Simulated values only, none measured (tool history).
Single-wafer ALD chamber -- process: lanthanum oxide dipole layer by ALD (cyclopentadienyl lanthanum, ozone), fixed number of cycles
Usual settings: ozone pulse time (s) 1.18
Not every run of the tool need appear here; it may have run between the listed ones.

run,hour,ozone pulse time (s),wafers since the last listed run,hours since the last thermocouple change,hours since the last ozone generator service,hours since the showerhead was replaced,hours since the gauge calibration,"read-back reference wafer on the same gauge, thickness_nm",mean film thickness on the monitor wafer (Å)
1,0.0,1.18,0,1057.1,923.3,6185.7,78.1,0.42,4.27
2,11.5,1.18,233,1068.6,934.8,6197.2,89.6,0.42,4.24
3,19.0,1.18,152,1076.1,942.3,6204.7,97.1,0.42,4.25
4,29.1,1.36,205,1086.2,952.4,6214.8,107.2,0.42,4.49
5,44.5,1.36,312,1101.6,967.8,6230.2,122.6,0.42,4.47
# hour 56.4: showerhead replaced
6,56.9,1.36,89,1114.0,980.2,0.5,135.0,0.42,4.41
7,62.1,1.18,105,1119.2,985.4,5.7,140.2,0.42,4.12
8,68.8,1.55,136,1125.9,992.1,12.4,146.9,0.42,4.64
9,77.4,1.18,174,1134.5,1000.7,21.0,155.5,0.42,4.08
# hour 95.9: thermocouple changed; heater temperature recalibrated
# hour 99.1: ozone generator serviced
10,99.6,1.05,223,3.7,0.5,43.2,177.7,0.42,4.79
11,101.7,1.18,42,5.8,2.6,45.3,179.8,0.42,4.97
# hour 113.2: gauge calibrated
12,118.7,1.41,345,22.8,19.6,62.3,5.5,0.42,5.18
13,129.3,0.73,215,33.4,30.2,72.9,16.1,0.42,4.11
14,147.2,1.35,363,51.3,48.1,90.8,34.0,0.42,5.15
15,155.5,1.40,168,59.6,56.4,99.1,42.3,0.42,5.20

Hidden state or all else? Some run-to-run changes of mean film thickness on the monitor wafer (Å), split into what the settings, what came in and random variation would give without the hidden state, and what is left for the hidden state (with any gauge scatter that isn't in both results):
Hidden conditions of the tool in this case: wafer temperature above the value expected at the setpoint (K); ozone dose above that of a generator just serviced (%); gauge reads high (%).
Run 9 -> 10: ozone pulse time (s) 1.18 -> 1.05, thermocouple changed; heater temperature recalibrated, ozone generator serviced. mean film thickness on the monitor wafer (Å) +0.71: hidden state +0.88, all else -0.17.
Run 12 -> 13: ozone pulse time (s) 1.41 -> 0.73. mean film thickness on the monitor wafer (Å) -1.07: hidden state -0.11, all else -0.96.

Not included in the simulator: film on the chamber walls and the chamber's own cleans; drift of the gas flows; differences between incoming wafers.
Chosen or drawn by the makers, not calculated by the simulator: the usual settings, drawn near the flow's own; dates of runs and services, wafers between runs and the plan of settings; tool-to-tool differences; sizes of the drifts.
